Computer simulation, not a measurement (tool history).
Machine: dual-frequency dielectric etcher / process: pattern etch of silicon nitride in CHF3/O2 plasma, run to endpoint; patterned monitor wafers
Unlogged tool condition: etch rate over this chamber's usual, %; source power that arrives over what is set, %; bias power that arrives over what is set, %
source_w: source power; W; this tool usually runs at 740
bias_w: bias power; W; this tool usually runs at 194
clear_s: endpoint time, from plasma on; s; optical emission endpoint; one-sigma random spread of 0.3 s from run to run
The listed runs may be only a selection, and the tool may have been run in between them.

run	hour	source_w	bias_w	wafers since the last listed run	hours since the last wet clean	hours since the last source power generator calibration	hours since the last bias power generator calibration	hours since the last upper electrode change	incoming incoming film thickness, nm	clear_s
1	0	740	194	0	470.5	496.8	3153.5	4473.2	74.3	49.5
2	39.1	740	194	388	509.6	535.9	3192.6	4512.3	75.3	50
# hour 78.6: wet clean of the chamber
3	99.1	740	194	357	20.5	595.9	3252.6	4572.3	74.9	47.7
4	129.7	740	167	303	51.1	626.5	3283.2	4602.9	74.3	50.7
5	182.3	740	167	522	103.7	679.1	3335.8	4655.5	74.6	51.4
6	220.7	740	167	381	142.1	717.5	3374.2	4693.9	75.2	51.5
7	250.1	740	166	291	171.5	746.9	3403.6	4723.3	75	52.1
8	319.5	740	166	688	240.9	816.3	3473	4792.7	75.8	52.7
9	367.3	740	166	474	288.7	864.1	3520.8	4840.5	75.1	52.8
10	409.1	870	194	414	330.5	905.9	3562.6	4882.3	75.8	47.7
11	453	870	194	435	374.4	949.8	3606.5	4926.2	74.7	46.7
12	487.2	860	162	339	408.6	984	3640.7	4960.4	74.5	50.5
13	543.2	740	234	555	464.6	1040	3696.7	5016.4	74.7	46.5
14	573.9	650	168	304	495.3	1070.7	3727.4	5047.1	74.4	54.7
# hour 623.1: wet clean of the chamber
15	623.6	740	194	255	0.5	1120.4	3777.1	5096.8	74.5	47.6
16	640.9	850	236	171	17.8	1137.7	3794.4	5114.1	74.5	42
17	707.9	740	194	665	84.8	1204.7	3861.4	5181.1	74.7	47.8
18	735	600	206	268	111.9	1231.8	3888.5	5208.2	74.4	49.6
# hour 785.8: bias power generator calibrated
19	806.4	740	194	669	183.3	1303.2	20.6	5279.6	75.3	48.9
20	864.5	740	194	576	241.4	1361.3	78.7	5337.7	74.3	47.7
# hour 923.7: source power generator calibrated
21	935.4	810	180	664	312.3	11.7	149.6	5408.6	74.5	48.9
# hour 960.3: upper electrode replaced
22	992.3	870	160	326	369.2	68.6	206.5	32	75.2	51.1
23	1053.8	640	212	610	430.7	130.1	268	93.5	75.6	50.1
24	1121.5	870	160	671	498.4	197.8	335.7	161.2	74.5	51
# hour 1171.8: wet clean of the chamber
25	1172.3	870	161	266	0.5	248.6	386.5	212	74.7	49.3
26	1365.2	580	175	1914	193.4	441.5	579.4	404.9	74.9	54.6
27	1414	630	162	484	242.2	490.3	628.2	453.7	73.6	54.3
28	1453.8	580	223	395	282	530.1	668	493.5	74.1	49.5
29	1524.2	740	194	698	352.4	600.5	738.4	563.9	74.9	49.4
30	1588.3	800	160	636	416.5	664.6	802.5	628	73.6	51.6
31	1642	690	238	533	470.2	718.3	856.2	681.7	73.8	46.4
32	1667.5	920	165	253	495.7	743.8	881.7	707.2	74.2	49.5
33	1699.2	740	194	314	527.4	775.5	913.4	738.9	74.9	50.2
# hour 1760.5: wet clean of the chamber
34	1761	790	194	375	0.5	837.3	975.2	800.7	74.8	45.9
35	1812.5	910	194	511	52	888.8	1026.7	852.2	73.9	44
36	1837.7	650	233	250	77.2	914	1051.9	877.4	74.8	46.2

Consider 3 possible next runs. They are alternatives, not a sequence: every one starts from the tool as it was left by run 36. What does each give?
A	1838.1	740	194	3	77.6	914.4	1052.3	877.8	74.9	?
B	1838.1	890	194	3	77.6	914.4	1052.3	877.8	74.9	?
C	1838.1	810	169	3	77.6	914.4	1052.3	877.8	74.9	?

run	clear_s
A	47.4
B	44.8
C	48.9
Had the tool no hidden state, the same runs would have come out as:
run	clear_s
A	47.3
B	44.7
C	48.8
